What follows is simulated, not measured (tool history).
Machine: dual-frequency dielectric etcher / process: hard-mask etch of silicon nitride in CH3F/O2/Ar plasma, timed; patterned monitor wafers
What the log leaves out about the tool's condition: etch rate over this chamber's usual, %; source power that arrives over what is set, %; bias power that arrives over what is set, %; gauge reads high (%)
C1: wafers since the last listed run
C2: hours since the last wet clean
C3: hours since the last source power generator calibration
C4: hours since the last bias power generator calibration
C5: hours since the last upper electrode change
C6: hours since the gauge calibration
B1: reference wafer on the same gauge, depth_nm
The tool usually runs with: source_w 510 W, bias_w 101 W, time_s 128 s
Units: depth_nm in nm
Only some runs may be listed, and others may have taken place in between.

{"run": 1, "hour": 0.0, "source_w": 510, "bias_w": 115, "time_s": 128, "C1": 0, "C2": 508.8, "C3": 2176, "C4": 3698.2, "C5": 3184.7, "C6": 208.8, "B1": 99, "depth_nm": 109.7}
{"run": 2, "hour": 18.6, "source_w": 510, "bias_w": 115, "time_s": 128, "C1": 123, "C2": 527.4, "C3": 2194.6, "C4": 3716.8, "C5": 3203.3, "C6": 227.4, "B1": 99.1, "depth_nm": 109.7}
{"run": 3, "hour": 51.7, "source_w": 510, "bias_w": 101, "time_s": 128, "C1": 219, "C2": 560.5, "C3": 2227.7, "C4": 3749.9, "C5": 3236.4, "C6": 260.5, "B1": 99, "depth_nm": 106.3}
{"hour": 100.5, "done": "wet clean of the chamber"}
{"run": 4, "hour": 101.0, "source_w": 510, "bias_w": 101, "time_s": 128, "C1": 167, "C2": 0.5, "C3": 2277, "C4": 3799.2, "C5": 3285.7, "C6": 309.8, "B1": 99, "depth_nm": 105.1}
{"run": 5, "hour": 148.4, "source_w": 600, "bias_w": 81, "time_s": 128, "C1": 313, "C2": 47.9, "C3": 2324.4, "C4": 3846.6, "C5": 3333.1, "C6": 357.2, "B1": 99, "depth_nm": 105.5}
{"run": 6, "hour": 183.3, "source_w": 510, "bias_w": 101, "time_s": 128, "C1": 231, "C2": 82.8, "C3": 2359.3, "C4": 3881.5, "C5": 3368, "C6": 392.1, "B1": 99, "depth_nm": 105.3}
{"run": 7, "hour": 200.0, "source_w": 510, "bias_w": 101, "time_s": 128, "C1": 110, "C2": 99.5, "C3": 2376, "C4": 3898.2, "C5": 3384.7, "C6": 408.8, "B1": 99, "depth_nm": 105.6}
{"run": 8, "hour": 223.9, "source_w": 510, "bias_w": 101, "time_s": 128, "C1": 158, "C2": 123.4, "C3": 2399.9, "C4": 3922.1, "C5": 3408.6, "C6": 432.7, "B1": 99, "depth_nm": 105.4}
{"run": 9, "hour": 247.6, "source_w": 510, "bias_w": 101, "time_s": 128, "C1": 156, "C2": 147.1, "C3": 2423.6, "C4": 3945.8, "C5": 3432.3, "C6": 456.4, "B1": 99, "depth_nm": 105.5}
{"hour": 264.3, "done": "bias power generator calibrated"}
{"run": 10, "hour": 277.1, "source_w": 460, "bias_w": 101, "time_s": 128, "C1": 168, "C2": 176.6, "C3": 2453.1, "C4": 12.8, "C5": 3461.8, "C6": 485.9, "B1": 99, "depth_nm": 102.1}
{"run": 11, "hour": 300.6, "source_w": 460, "bias_w": 101, "time_s": 128, "C1": 155, "C2": 200.1, "C3": 2476.6, "C4": 36.3, "C5": 3485.3, "C6": 509.4, "B1": 99, "depth_nm": 101.8}
{"run": 12, "hour": 336.5, "source_w": 460, "bias_w": 101, "time_s": 128, "C1": 237, "C2": 236, "C3": 2512.5, "C4": 72.2, "C5": 3521.2, "C6": 545.3, "B1": 99, "depth_nm": 102.1}
{"run": 13, "hour": 360.2, "source_w": 580, "bias_w": 101, "time_s": 128, "C1": 156, "C2": 259.7, "C3": 2536.2, "C4": 95.9, "C5": 3544.9, "C6": 569, "B1": 99, "depth_nm": 111.1}
{"run": 14, "hour": 385.7, "source_w": 510, "bias_w": 118, "time_s": 128, "C1": 168, "C2": 285.2, "C3": 2561.7, "C4": 121.4, "C5": 3570.4, "C6": 594.5, "B1": 99, "depth_nm": 111.1}
{"hour": 421.8, "done": "upper electrode replaced"}
{"run": 15, "hour": 422.3, "source_w": 510, "bias_w": 101, "time_s": 128, "C1": 83, "C2": 321.8, "C3": 2598.3, "C4": 158, "C5": 0.5, "C6": 631.1, "B1": 98.9, "depth_nm": 106.2}
{"run": 16, "hour": 438.3, "source_w": 510, "bias_w": 101, "time_s": 128, "C1": 105, "C2": 337.8, "C3": 2614.3, "C4": 174, "C5": 16.5, "C6": 647.1, "B1": 99, "depth_nm": 106.5}
{"hour": 454.9, "done": "source power generator calibrated"}
{"run": 17, "hour": 472.3, "source_w": 550, "bias_w": 94, "time_s": 163.5, "C1": 198, "C2": 371.8, "C3": 17.4, "C4": 208, "C5": 50.5, "C6": 681.1, "B1": 99, "depth_nm": 134.1}
{"run": 18, "hour": 539.6, "source_w": 580, "bias_w": 101, "time_s": 102.5, "C1": 445, "C2": 439.1, "C3": 84.7, "C4": 275.3, "C5": 117.8, "C6": 748.4, "B1": 99, "depth_nm": 88.1}
{"run": 19, "hour": 567.2, "source_w": 440, "bias_w": 82, "time_s": 128, "C1": 182, "C2": 466.7, "C3": 112.3, "C4": 302.9, "C5": 145.4, "C6": 776, "B1": 99, "depth_nm": 93.5}
{"run": 20, "hour": 587.8, "source_w": 550, "bias_w": 101, "time_s": 128, "C1": 136, "C2": 487.3, "C3": 132.9, "C4": 323.5, "C5": 166, "C6": 796.6, "B1": 99, "depth_nm": 107.8}
{"hour": 588.3, "done": "gauge calibrated"}
{"run": 21, "hour": 610.1, "source_w": 460, "bias_w": 93, "time_s": 146.5, "C1": 147, "C2": 509.6, "C3": 155.2, "C4": 345.8, "C5": 188.3, "C6": 21.8, "B1": 99, "depth_nm": 112.8}
{"hour": 650.9, "done": "wet clean of the chamber"}
{"run": 22, "hour": 651.4, "source_w": 430, "bias_w": 101, "time_s": 90, "C1": 114, "C2": 0.5, "C3": 196.5, "C4": 387.1, "C5": 229.6, "C6": 63.1, "B1": 99, "depth_nm": 68.5}
{"run": 23, "hour": 655.6, "source_w": 510, "bias_w": 86, "time_s": 105.5, "C1": 27, "C2": 4.7, "C3": 200.7, "C4": 391.3, "C5": 233.8, "C6": 67.3, "B1": 99, "depth_nm": 81.8}
{"run": 24, "hour": 690.8, "source_w": 590, "bias_w": 122, "time_s": 158, "C1": 233, "C2": 39.9, "C3": 235.9, "C4": 426.5, "C5": 269, "C6": 102.5, "B1": 99, "depth_nm": 142.9}
{"run": 25, "hour": 778.5, "source_w": 510, "bias_w": 101, "time_s": 128, "C1": 580, "C2": 127.6, "C3": 323.6, "C4": 514.2, "C5": 356.7, "C6": 190.2, "B1": 99, "depth_nm": 103.8}
{"run": 26, "hour": 795.4, "source_w": 510, "bias_w": 101, "time_s": 128, "C1": 111, "C2": 144.5, "C3": 340.5, "C4": 531.1, "C5": 373.6, "C6": 207.1, "B1": 99, "depth_nm": 104.1}
{"run": 27, "hour": 825.0, "source_w": 510, "bias_w": 125, "time_s": 128, "C1": 196, "C2": 174.1, "C3": 370.1, "C4": 560.7, "C5": 403.2, "C6": 236.7, "B1": 99.1, "depth_nm": 111}

3 options for the next run, each taken on its own from the tool as it stands now. Forecast them:
{"run": "A", "hour": 825.5, "source_w": 510, "bias_w": 101, "time_s": 101.5, "C1": 3, "C2": 174.6, "C3": 370.6, "C4": 561.2, "C5": 403.7, "C6": 237.2, "B1": "?", "depth_nm": "?"}
{"run": "B", "hour": 825.5, "source_w": 510, "bias_w": 101, "time_s": 150.5, "C1": 3, "C2": 174.6, "C3": 370.6, "C4": 561.2, "C5": 403.7, "C6": 237.2, "B1": "?", "depth_nm": "?"}
{"run": "C", "hour": 825.5, "source_w": 450, "bias_w": 85, "time_s": 105, "C1": 3, "C2": 174.6, "C3": 370.6, "C4": 561.2, "C5": 403.7, "C6": 237.2, "B1": "?", "depth_nm": "?"}

run=A B1=99 depth_nm=82.2
run=B B1=99 depth_nm=122
run=C B1=99 depth_nm=77.5
With the hidden condition removed and each run's random variation left untouched, the same runs would have given:
run=A depth_nm=81.9
run=B depth_nm=121.5
run=C depth_nm=77.2
